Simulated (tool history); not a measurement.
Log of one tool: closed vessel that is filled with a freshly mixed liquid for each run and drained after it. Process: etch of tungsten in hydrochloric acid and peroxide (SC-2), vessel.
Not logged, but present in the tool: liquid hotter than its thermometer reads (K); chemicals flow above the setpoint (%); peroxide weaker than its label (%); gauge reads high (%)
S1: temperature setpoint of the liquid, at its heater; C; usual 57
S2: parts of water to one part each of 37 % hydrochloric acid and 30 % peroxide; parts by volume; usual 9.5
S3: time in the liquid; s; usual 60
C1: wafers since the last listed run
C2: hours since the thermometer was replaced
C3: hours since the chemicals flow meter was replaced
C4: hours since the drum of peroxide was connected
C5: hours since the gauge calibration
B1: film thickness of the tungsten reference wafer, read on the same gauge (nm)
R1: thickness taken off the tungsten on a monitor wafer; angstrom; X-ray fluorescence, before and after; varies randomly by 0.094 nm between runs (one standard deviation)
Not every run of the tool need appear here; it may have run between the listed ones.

{"run": 1, "hour": 0.0, "S1": 57, "S2": 9.5, "S3": 75, "C1": 0, "C2": 363.4, "C3": 1.1, "C4": 456.5, "C5": 1575.5, "B1": 29.98, "R1": 208}
{"hour": 55.4, "done": "gauge calibrated"}
{"run": 2, "hour": 60.4, "S1": 57, "S2": 9.5, "S3": 75, "C1": 8751, "C2": 423.8, "C3": 61.5, "C4": 516.9, "C5": 5, "B1": 29.96, "R1": 207.1}
{"run": 3, "hour": 166.6, "S1": 57, "S2": 9.5, "S3": 75, "C1": 15387, "C2": 530, "C3": 167.7, "C4": 623.1, "C5": 111.2, "B1": 30.01, "R1": 207.9}
{"hour": 212.9, "done": "thermometer replaced"}
{"hour": 229.2, "done": "new drum of peroxide connected"}
{"run": 4, "hour": 271.2, "S1": 57, "S2": 9.5, "S3": 60, "C1": 14866, "C2": 58.3, "C3": 272.3, "C4": 42, "C5": 215.8, "B1": 30.02, "R1": 169.2}
{"run": 5, "hour": 333.5, "S1": 57, "S2": 9.5, "S3": 60, "C1": 9026, "C2": 120.6, "C3": 334.6, "C4": 104.3, "C5": 278.1, "B1": 30.01, "R1": 168.9}
{"run": 6, "hour": 376.3, "S1": 57, "S2": 9.5, "S3": 60, "C1": 6201, "C2": 163.4, "C3": 377.4, "C4": 147.1, "C5": 320.9, "B1": 29.98, "R1": 165.5}
{"run": 7, "hour": 460.0, "S1": 57, "S2": 9.5, "S3": 60, "C1": 12127, "C2": 247.1, "C3": 461.1, "C4": 230.8, "C5": 404.6, "B1": 29.96, "R1": 167.5}
{"run": 8, "hour": 520.8, "S1": 57, "S2": 9.5, "S3": 60, "C1": 8809, "C2": 307.9, "C3": 521.9, "C4": 291.6, "C5": 465.4, "B1": 29.98, "R1": 167.1}
{"run": 9, "hour": 573.1, "S1": 57, "S2": 9.5, "S3": 35, "C1": 7578, "C2": 360.2, "C3": 574.2, "C4": 343.9, "C5": 517.7, "B1": 29.97, "R1": 98.8}
{"run": 10, "hour": 678.3, "S1": 57, "S2": 9.5, "S3": 85, "C1": 15242, "C2": 465.4, "C3": 679.4, "C4": 449.1, "C5": 622.9, "B1": 29.99, "R1": 234.5}
{"run": 11, "hour": 732.1, "S1": 57, "S2": 9.5, "S3": 60, "C1": 7795, "C2": 519.2, "C3": 733.2, "C4": 502.9, "C5": 676.7, "B1": 29.98, "R1": 166.7}
{"hour": 779.7, "done": "chemicals flow meter replaced"}
{"run": 12, "hour": 802.5, "S1": 57, "S2": 9.5, "S3": 60, "C1": 10055, "C2": 589.6, "C3": 22.8, "C4": 573.3, "C5": 747.1, "B1": 30, "R1": 167.8}
{"run": 13, "hour": 877.9, "S1": 57, "S2": 9.5, "S3": 60, "C1": 10925, "C2": 665, "C3": 98.2, "C4": 648.7, "C5": 822.5, "B1": 29.97, "R1": 166}
{"hour": 918.9, "done": "thermometer replaced"}
{"run": 14, "hour": 960.9, "S1": 57, "S2": 9.5, "S3": 60, "C1": 11881, "C2": 42, "C3": 181.2, "C4": 731.7, "C5": 905.5, "B1": 30.02, "R1": 167.6}
{"hour": 1027.2, "done": "new drum of peroxide connected"}
{"run": 15, "hour": 1053.9, "S1": 57, "S2": 9.5, "S3": 60, "C1": 13330, "C2": 135, "C3": 274.2, "C4": 26.7, "C5": 998.5, "B1": 30.02, "R1": 166.3}
{"run": 16, "hour": 1126.9, "S1": 67, "S2": 5, "S3": 30, "C1": 10577, "C2": 208, "C3": 347.2, "C4": 99.7, "C5": 1071.5, "B1": 29.98, "R1": 256.3}
{"run": 17, "hour": 1219.9, "S1": 57, "S2": 9.5, "S3": 60, "C1": 13475, "C2": 301, "C3": 440.2, "C4": 192.7, "C5": 1164.5, "B1": 29.99, "R1": 165.5}
{"run": 18, "hour": 1302.3, "S1": 47.5, "S2": 12.5, "S3": 60, "C1": 11939, "C2": 383.4, "C3": 522.6, "C4": 275.1, "C5": 1246.9, "B1": 29.97, "R1": 70.8}
{"hour": 1313.9, "done": "gauge calibrated"}
{"run": 19, "hour": 1382.1, "S1": 66, "S2": 8, "S3": 45, "C1": 11562, "C2": 463.2, "C3": 602.4, "C4": 354.9, "C5": 68.2, "B1": 30.03, "R1": 254.4}
{"run": 20, "hour": 1465.3, "S1": 57, "S2": 9.5, "S3": 60, "C1": 12055, "C2": 546.4, "C3": 685.6, "C4": 438.1, "C5": 151.4, "B1": 30, "R1": 167.8}
{"hour": 1472.1, "done": "thermometer replaced"}
{"run": 21, "hour": 1521.5, "S1": 65.5, "S2": 13, "S3": 75, "C1": 7998, "C2": 49.4, "C3": 741.8, "C4": 494.3, "C5": 207.6, "B1": 29.98, "R1": 271.9}
{"hour": 1570.8, "done": "chemicals flow meter replaced"}
{"run": 22, "hour": 1583.6, "S1": 48, "S2": 7, "S3": 90, "C1": 8853, "C2": 111.5, "C3": 12.8, "C4": 556.4, "C5": 269.7, "B1": 30.01, "R1": 176.7}
{"run": 23, "hour": 1627.5, "S1": 57, "S2": 9.5, "S3": 75, "C1": 6360, "C2": 155.4, "C3": 56.7, "C4": 600.3, "C5": 313.6, "B1": 29.96, "R1": 208.8}
{"hour": 1695.3, "done": "new drum of peroxide connected"}
{"run": 24, "hour": 1729.5, "S1": 57, "S2": 12, "S3": 60, "C1": 14634, "C2": 257.4, "C3": 158.7, "C4": 34.2, "C5": 415.6, "B1": 29.99, "R1": 137.5}
{"run": 25, "hour": 1811.8, "S1": 64.5, "S2": 8, "S3": 60, "C1": 11924, "C2": 339.7, "C3": 241, "C4": 116.5, "C5": 497.9, "B1": 29.99, "R1": 309.3}
{"run": 26, "hour": 1872.6, "S1": 63, "S2": 14, "S3": 95, "C1": 8809, "C2": 400.5, "C3": 301.8, "C4": 177.3, "C5": 558.7, "B1": 29.98, "R1": 278.7}
{"run": 27, "hour": 1921.3, "S1": 57, "S2": 9.5, "S3": 60, "C1": 7056, "C2": 449.2, "C3": 350.5, "C4": 226, "C5": 607.4, "B1": 29.99, "R1": 168.8}
{"run": 28, "hour": 1989.1, "S1": 57, "S2": 9.5, "S3": 95, "C1": 9823, "C2": 517, "C3": 418.3, "C4": 293.8, "C5": 675.2, "B1": 30.02, "R1": 261.8}

Entry by entry between the runs, the difference in hidden state between the last listed run before and the first listed run after:
Run 1 -> run 2: gauge calibrated (hour 55.4)
  no hidden state differs between the two runs
Run 3 -> run 4: thermometer replaced (hour 212.9); new drum of peroxide connected (hour 229.2)
  no hidden state differs between the two runs
Run 11 -> run 12: chemicals flow meter replaced (hour 779.7)
  no hidden state differs between the two runs
Run 13 -> run 14: thermometer replaced (hour 918.9)
  no hidden state differs between the two runs
Run 14 -> run 15: new drum of peroxide connected (hour 1027.2)
  no hidden state differs between the two runs
Run 18 -> run 19: gauge calibrated (hour 1313.9)
  no hidden state differs between the two runs
Run 20 -> run 21: thermometer replaced (hour 1472.1)
  no hidden state differs between the two runs
Run 21 -> run 22: chemicals flow meter replaced (hour 1570.8)
  no hidden state differs between the two runs
Run 23 -> run 24: new drum of peroxide connected (hour 1695.3)
  no hidden state differs between the two runs
